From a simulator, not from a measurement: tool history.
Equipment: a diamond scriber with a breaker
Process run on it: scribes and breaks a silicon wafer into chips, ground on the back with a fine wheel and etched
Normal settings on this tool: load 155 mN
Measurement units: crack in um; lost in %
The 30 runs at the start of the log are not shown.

run	hour	load	incoming depth of the damage left on the back of the incoming wafer, um	crack	lost
31	763.5	194	0.74	12.05	7.28
32	786.3	196	0.41	12.43	6.54
33	806.9	139	0.76	9.7	2.02
34	821	126	0.59	9.02	5.55
35	841.7	128	0.47	9.21	4.51
36	857.8	197	0.72	12.19	6.69
37	872.2	110	0.57	8.42	14.15
38	905.7	155	0.46	10.44	0.46
39	923	155	0.45	10.39	0.45
40	955	167	0.39	10.91	1.15
41	986.6	169	0.62	11.07	1.27
42	1007.5	179	0.67	11.51	3.28

Predict each of these 4 candidate next runs independently; none follows another, all start after run 42:
A	1008	155	0.39	?	?
B	1008	195	0.39	?	?
C	1008	174	0.39	?	?
D	1008	118	0.39	?	?

run	crack	lost
A	10.46	0.41
B	12.16	5.97
C	11.28	1.85
D	8.74	8.11
What these runs would have given with no unlogged condition in the tool:
run	crack	lost
A	10.46	0.41
B	12.16	5.97
C	11.28	1.85
D	8.74	8.11

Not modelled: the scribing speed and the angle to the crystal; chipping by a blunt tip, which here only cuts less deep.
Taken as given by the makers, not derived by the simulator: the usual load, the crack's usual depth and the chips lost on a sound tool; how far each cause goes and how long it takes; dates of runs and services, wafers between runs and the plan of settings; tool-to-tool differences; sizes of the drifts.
